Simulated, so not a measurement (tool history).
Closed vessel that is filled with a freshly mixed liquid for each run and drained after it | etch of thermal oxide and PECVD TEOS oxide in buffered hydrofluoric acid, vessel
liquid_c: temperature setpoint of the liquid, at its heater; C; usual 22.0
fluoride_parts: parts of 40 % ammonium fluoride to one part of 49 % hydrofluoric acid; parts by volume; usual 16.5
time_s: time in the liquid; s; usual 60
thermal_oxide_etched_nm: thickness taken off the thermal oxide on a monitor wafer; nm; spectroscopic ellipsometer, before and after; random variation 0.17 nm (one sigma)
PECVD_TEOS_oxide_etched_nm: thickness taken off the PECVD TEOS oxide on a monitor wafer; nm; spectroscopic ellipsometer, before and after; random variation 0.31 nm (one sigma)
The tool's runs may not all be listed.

| run | day | liquid_c | fluoride_parts | time_s | wafers since the last listed run | hours since the thermometer was replaced | hours since the hydrofluoric acid flow meter was replaced | hours since the gauge calibration | read-back film thickness of the thermal oxide reference wafer, read on the same gauge (nm) | read-back film thickness of the PECVD TEOS oxide reference wafer, read on the same gauge (nm) | thermal_oxide_etched_nm | PECVD_TEOS_oxide_etched_nm |
|---|---|---|---|---|---|---|---|---|---|---|---|---|
| 1 | 0.000 | 22.0 | 16.5 | 60 | 0 | 45.4 | 2675.5 | 75.7 | 80.00 | 140.01 | 30.88 | 45.37 |
| 2 | 0.483 | 22.0 | 16.5 | 60 | 843 | 57.0 | 2687.1 | 87.3 | 79.99 | 140.01 | 30.98 | 45.65 |
| 3 | 0.854 | 22.0 | 16.5 | 60 | 647 | 65.9 | 2696.0 | 96.2 | 79.99 | 139.98 | 30.76 | 45.66 |
| 4 | 1.496 | 22.0 | 16.5 | 60 | 1119 | 81.3 | 2711.4 | 111.6 | 79.99 | 140.03 | 31.08 | 45.38 |
| 5 | 1.850 | 22.0 | 16.5 | 60 | 618 | 89.8 | 2719.9 | 120.1 | 80.01 | 140.00 | 31.05 | 45.57 |
| 6 | 2.388 | 27.0 | 10.0 | 35 | 938 | 102.7 | 2732.8 | 133.0 | 80.00 | 140.01 | 39.05 | 56.96 |
| 7 | 2.904 | 19.0 | 16.5 | 80 | 901 | 115.1 | 2745.2 | 145.4 | 80.02 | 140.04 | 34.87 | 51.24 |
| 8 | 3.238 | 22.0 | 14.5 | 60 | 581 | 123.1 | 2753.2 | 153.4 | 80.00 | 140.00 | 35.47 | 51.52 |
|  | 3.338 | hydrofluoric acid flow meter replaced |
| 9 | 3.575 | 25.0 | 10.0 | 35 | 516 | 131.2 | 5.7 | 161.5 | 80.02 | 140.01 | 40.03 | 59.30 |
| 10 | 4.175 | 26.5 | 19.5 | 60 | 1047 | 145.6 | 20.1 | 175.9 | 79.99 | 139.99 | 38.78 | 56.60 |
| 11 | 4.875 | 20.5 | 10.0 | 85 | 1221 | 162.4 | 36.9 | 192.7 | 80.00 | 139.99 | 75.99 | 112.37 |
| 12 | 5.492 | 22.0 | 16.5 | 60 | 1076 | 177.2 | 51.7 | 207.5 | 80.00 | 140.00 | 35.71 | 52.07 |
| 13 | 6.058 | 22.0 | 16.5 | 60 | 988 | 190.8 | 65.3 | 221.1 | 80.00 | 139.99 | 35.65 | 52.46 |
| 14 | 6.488 | 22.0 | 16.5 | 60 | 749 | 201.1 | 75.6 | 231.4 | 80.00 | 140.02 | 35.78 | 52.45 |
| 15 | 7.138 | 22.0 | 14.0 | 90 | 1134 | 216.7 | 91.2 | 247.0 | 79.99 | 140.01 | 63.14 | 93.12 |
| 16 | 7.642 | 22.0 | 16.5 | 60 | 879 | 228.8 | 103.3 | 259.1 | 79.99 | 140.04 | 35.64 | 53.10 |
| 17 | 8.296 | 19.5 | 16.5 | 80 | 1141 | 244.5 | 119.0 | 274.8 | 79.98 | 139.99 | 41.44 | 60.97 |
| 18 | 8.617 | 20.5 | 10.5 | 95 | 559 | 252.2 | 126.7 | 282.5 | 80.01 | 139.98 | 81.46 | 118.76 |
| 19 | 9.075 | 25.5 | 12.0 | 90 | 799 | 263.2 | 137.7 | 293.5 | 80.00 | 140.02 | 88.47 | 130.14 |
| 20 | 9.767 | 22.0 | 21.0 | 35 | 1207 | 279.8 | 154.3 | 310.1 | 80.00 | 139.99 | 16.78 | 24.64 |
| 21 | 10.262 | 20.0 | 16.5 | 40 | 865 | 291.7 | 166.2 | 322.0 | 79.99 | 139.99 | 21.43 | 31.17 |
| 22 | 12.038 | 19.5 | 16.5 | 60 | 3097 | 334.3 | 208.8 | 364.6 | 80.01 | 140.02 | 30.80 | 45.87 |
| 23 | 12.358 | 17.5 | 20.5 | 60 | 559 | 342.0 | 216.5 | 372.3 | 80.01 | 140.00 | 22.59 | 33.35 |
| 24 | 12.854 | 18.5 | 11.0 | 90 | 865 | 353.9 | 228.4 | 384.2 | 80.02 | 140.00 | 66.26 | 96.33 |
| 25 | 13.300 | 22.0 | 16.5 | 60 | 778 | 364.6 | 239.1 | 394.9 | 80.01 | 139.98 | 36.21 | 52.31 |
| 26 | 13.746 | 22.0 | 16.5 | 60 | 778 | 375.3 | 249.8 | 405.6 | 79.99 | 139.99 | 35.65 | 52.53 |

Some steps in thermal_oxide_etched_nm between neighbouring runs. How much of each would the tool show without its hidden state too (settings, what came in, random variation), and how much is left for the hidden state, with any gauge scatter that isn't in both results?
The hidden state here: liquid hotter than its thermometer reads (K); hydrofluoric acid flow below the setpoint (%); gauge reads high (%).
Run 5 -> 6: liquid_c 22.0 -> 27.0, fluoride_parts 16.5 -> 10.0, time_s 60 -> 35. thermal_oxide_etched_nm +8.00 nm: hidden state -1.11, all else +9.11.
Run 8 -> 9: liquid_c 22.0 -> 25.0, fluoride_parts 14.5 -> 10.0, time_s 60 -> 35, hydrofluoric acid flow meter replaced. thermal_oxide_etched_nm +4.56 nm: hidden state +5.56, all else -1.00.
Run 19 -> 20: liquid_c 25.5 -> 22.0, fluoride_parts 12.0 -> 21.0, time_s 90 -> 35. thermal_oxide_etched_nm -71.69 nm: hidden state -0.36, all else -71.33.
Run 23 -> 24: liquid_c 17.5 -> 18.5, fluoride_parts 20.5 -> 11.0, time_s 60 -> 90. thermal_oxide_etched_nm +43.67 nm: hidden state +0.18, all else +43.49.
